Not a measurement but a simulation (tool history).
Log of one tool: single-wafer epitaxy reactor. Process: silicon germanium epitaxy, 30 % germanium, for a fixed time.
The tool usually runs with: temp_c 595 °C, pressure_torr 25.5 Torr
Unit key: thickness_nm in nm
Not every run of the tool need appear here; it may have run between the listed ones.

run	hour	temp_c	pressure_torr	read-back reference wafer on the same gauge, thickness_nm	thickness_nm
1	0.0	595	25.5	48.908	51.010
2	27.8	587	25.5	48.903	44.778
3	50.8	587	25.5	48.905	44.324
4	98.8	587	25.5	48.913	44.502
5	119.2	595	21.5	48.907	46.007
6	142.4	588	29.1	48.867	48.606
# hour 151.5: showerhead replaced
7	174.8	588	29.1	48.899	48.385
# hour 208.8: capacitance manometer re-zeroed and calibrated
8	209.3	595	25.5	48.928	50.630
# hour 239.8: pyrometer calibrated
9	240.3	595	25.5	48.909	56.192
# hour 245.2: gauge calibrated
10	245.4	605	25.5	48.907	65.937
11	260.7	606	21.8	48.945	61.300
12	288.6	595	25.5	48.934	55.975
13	323.4	583	25.5	48.880	45.657
14	349.2	583	30.7	48.910	50.944
15	370.4	591	30.6	48.916	57.765
16	396.9	602	22.1	48.941	57.257
17	430.2	595	23.6	48.903	53.313
18	442.8	605	30.4	48.881	71.596

What if the next run were any one of these 4? Each begins from the tool's condition after run 18:
A	443.2	595	25.5	?	?
B	443.2	595	27.5	?	?
C	443.2	600	20.3	?	?
D	443.2	595	27.2	?	?

run	read-back reference wafer on the same gauge, thickness_nm	thickness_nm
A	48.916	55.707
B	48.916	58.076
C	48.916	52.814
D	48.916	57.730
Take away the tool's hidden state, keep each run's random variation, and the runs would have read:
run	thickness_nm
A	56.188
B	58.577
C	53.266
D	58.228
